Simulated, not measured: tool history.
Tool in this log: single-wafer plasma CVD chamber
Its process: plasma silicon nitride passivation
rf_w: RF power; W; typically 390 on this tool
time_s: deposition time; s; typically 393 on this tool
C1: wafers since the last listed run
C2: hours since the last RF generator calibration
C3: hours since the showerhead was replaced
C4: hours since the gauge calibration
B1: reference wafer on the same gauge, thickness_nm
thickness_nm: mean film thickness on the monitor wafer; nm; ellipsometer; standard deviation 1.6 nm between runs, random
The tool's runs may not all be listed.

run 1 day=0 | rf_w=390 time_s=393 | C1=0 C2=1187.2 C3=1343.1 C4=1671.3 | B1=648.363 | thickness_nm=573.011
run 2 day=2.667 | rf_w=390 time_s=393 | C1=340 C2=1251.2 C3=1407.1 C4=1735.3 | B1=648.28 | thickness_nm=572.727
run 3 day=4.9 | rf_w=390 time_s=393 | C1=284 C2=1304.8 C3=1460.7 C4=1788.9 | B1=647.7 | thickness_nm=572.381
run 4 day=7.904 | rf_w=390 time_s=393 | C1=383 C2=1376.9 C3=1532.8 C4=1861 | B1=648.145 | thickness_nm=569.538
run 5 day=10.838 | rf_w=390 time_s=393 | C1=374 C2=1447.3 C3=1603.2 C4=1931.4 | B1=647.875 | thickness_nm=572.438
run 6 day=12.375 | rf_w=390 time_s=393 | C1=196 C2=1484.2 C3=1640.1 C4=1968.3 | B1=647.807 | thickness_nm=572.487
run 7 day=15.638 | rf_w=450 time_s=337 | C1=416 C2=1562.5 C3=1718.4 C4=2046.6 | B1=648.469 | thickness_nm=507.749
run 8 day=19.633 | rf_w=450 time_s=337 | C1=509 C2=1658.4 C3=1814.3 C4=2142.5 | B1=647.859 | thickness_nm=505.654
run 9 day=21.692 | rf_w=410 time_s=393 | C1=262 C2=1707.8 C3=1863.7 C4=2191.9 | B1=647.688 | thickness_nm=575.565
run 10 day=25.542 | rf_w=390 time_s=422 | C1=491 C2=1800.2 C3=1956.1 C4=2284.3 | B1=648.287 | thickness_nm=611.065
run 11 day=29.346 | rf_w=390 time_s=422 | C1=485 C2=1891.5 C3=2047.4 C4=2375.6 | B1=648.009 | thickness_nm=611.683
run 12 day=31.796 | rf_w=390 time_s=418 | C1=312 C2=1950.3 C3=2106.2 C4=2434.4 | B1=648.35 | thickness_nm=607.41
run 13 day=33.904 | rf_w=390 time_s=393 | C1=268 C2=2000.9 C3=2156.8 C4=2485 | B1=647.786 | thickness_nm=566.485
run 14 day=40.454 | rf_w=390 time_s=393 | C1=835 C2=2158.1 C3=2314 C4=2642.2 | B1=647.719 | thickness_nm=569.405
run 15 day=44.642 | rf_w=390 time_s=393 | C1=534 C2=2258.6 C3=2414.5 C4=2742.7 | B1=648.51 | thickness_nm=567.863
run 16 day=46.729 | rf_w=390 time_s=393 | C1=266 C2=2308.7 C3=2464.6 C4=2792.8 | B1=647.964 | thickness_nm=567.952
run 17 day=49.529 | rf_w=390 time_s=393 | C1=357 C2=2375.9 C3=2531.8 C4=2860 | B1=647.718 | thickness_nm=565.47
run 18 day=53.462 | rf_w=390 time_s=393 | C1=501 C2=2470.3 C3=2626.2 C4=2954.4 | B1=648.218 | thickness_nm=563.896
-- day=57.4 RF generator calibrated
run 19 day=57.446 | rf_w=390 time_s=453 | C1=465 C2=1.1 C3=2721.8 C4=3050 | B1=647.821 | thickness_nm=659.165
run 20 day=59.35 | rf_w=390 time_s=393 | C1=242 C2=46.8 C3=2767.5 C4=3095.7 | B1=648.158 | thickness_nm=573.097
-- day=59.379 gauge calibrated
run 21 day=62.475 | rf_w=415 time_s=431 | C1=398 C2=121.8 C3=2842.5 C4=74.3 | B1=648.6 | thickness_nm=641.283
run 22 day=66.092 | rf_w=390 time_s=393 | C1=461 C2=208.6 C3=2929.3 C4=161.1 | B1=647.789 | thickness_nm=575.111
-- day=68.779 showerhead replaced
run 23 day=69.125 | rf_w=370 time_s=439 | C1=344 C2=281.4 C3=8.3 C4=233.9 | B1=648.1 | thickness_nm=633.702
run 24 day=72.754 | rf_w=420 time_s=344 | C1=462 C2=368.5 C3=95.4 C4=321 | B1=647.701 | thickness_nm=514.245
run 25 day=77.05 | rf_w=460 time_s=393 | C1=548 C2=471.6 C3=198.5 C4=424.1 | B1=647.688 | thickness_nm=596.723
run 26 day=87.783 | rf_w=435 time_s=393 | C1=1369 C2=729.2 C3=456.1 C4=681.7 | B1=648.6 | thickness_nm=588.367
run 27 day=91.304 | rf_w=335 time_s=420 | C1=449 C2=813.7 C3=540.6 C4=766.2 | B1=648.317 | thickness_nm=595.35
run 28 day=93.754 | rf_w=325 time_s=421 | C1=312 C2=872.5 C3=599.4 C4=825 | B1=648.017 | thickness_nm=589.06
run 29 day=97.529 | rf_w=390 time_s=393 | C1=481 C2=963.1 C3=690 C4=915.6 | B1=648.029 | thickness_nm=573.617
run 30 day=100.179 | rf_w=450 time_s=468 | C1=338 C2=1026.7 C3=753.6 C4=979.2 | B1=647.561 | thickness_nm=705.534
run 31 day=102.392 | rf_w=415 time_s=462 | C1=282 C2=1079.8 C3=806.7 C4=1032.3 | B1=648.2 | thickness_nm=683.691
run 32 day=104.304 | rf_w=345 time_s=350 | C1=243 C2=1125.7 C3=852.6 C4=1078.2 | B1=648.123 | thickness_nm=497.332
run 33 day=108.188 | rf_w=335 time_s=366 | C1=495 C2=1218.9 C3=945.8 C4=1171.4 | B1=648.346 | thickness_nm=514.819
run 34 day=112.592 | rf_w=415 time_s=467 | C1=561 C2=1324.6 C3=1051.5 C4=1277.1 | B1=648.002 | thickness_nm=692.675
run 35 day=115.325 | rf_w=350 time_s=393 | C1=348 C2=1390.2 C3=1117.1 C4=1342.7 | B1=648.033 | thickness_nm=558.299
run 36 day=118.679 | rf_w=355 time_s=438 | C1=427 C2=1470.7 C3=1197.6 C4=1423.2 | B1=647.742 | thickness_nm=622.838
run 37 day=122.625 | rf_w=420 time_s=316 | C1=503 C2=1565.4 C3=1292.3 C4=1517.9 | B1=648.013 | thickness_nm=467.344
run 38 day=125.283 | rf_w=370 time_s=393 | C1=339 C2=1629.2 C3=1356.1 C4=1581.7 | B1=648.169 | thickness_nm=565.923
run 39 day=129.092 | rf_w=390 time_s=393 | C1=485 C2=1720.6 C3=1447.5 C4=1673.1 | B1=648.277 | thickness_nm=574.246
run 40 day=133.1 | rf_w=390 time_s=460 | C1=511 C2=1816.8 C3=1543.7 C4=1769.3 | B1=647.59 | thickness_nm=668.2
run 41 day=137.567 | rf_w=315 time_s=328 | C1=569 C2=1924 C3=1650.9 C4=1876.5 | B1=648.125 | thickness_nm=452.398
run 42 day=140.842 | rf_w=390 time_s=422 | C1=417 C2=2002.6 C3=1729.5 C4=1955.1 | B1=648.41 | thickness_nm=610.504
run 43 day=142.654 | rf_w=390 time_s=393 | C1=231 C2=2046.1 C3=1773 C4=1998.6 | B1=647.78 | thickness_nm=567.865
run 44 day=144.375 | rf_w=320 time_s=337 | C1=219 C2=2087.4 C3=1814.3 C4=2039.9 | B1=647.917 | thickness_nm=467.4
run 45 day=146.167 | rf_w=390 time_s=454 | C1=228 C2=2130.4 C3=1857.3 C4=2082.9 | B1=648.436 | thickness_nm=655.66

What if the next run were any one of these 3? Each begins from the tool's condition after run 45:
run A day=146.188 | rf_w=390 time_s=393 | C1=2 C2=2130.9 C3=1857.8 C4=2083.4 | B1=? | thickness_nm=?
run B day=146.188 | rf_w=330 time_s=450 | C1=2 C2=2130.9 C3=1857.8 C4=2083.4 | B1=? | thickness_nm=?
run C day=146.188 | rf_w=360 time_s=455 | C1=2 C2=2130.9 C3=1857.8 C4=2083.4 | B1=? | thickness_nm=?

run=A B1=648.381 thickness_nm=569.908
run=B B1=648.381 thickness_nm=628.929
run=C B1=648.381 thickness_nm=648.124
With no hidden state in the tool, these same runs would have given:
run=A thickness_nm=577.275
run=B thickness_nm=637.06
run=C thickness_nm=656.503
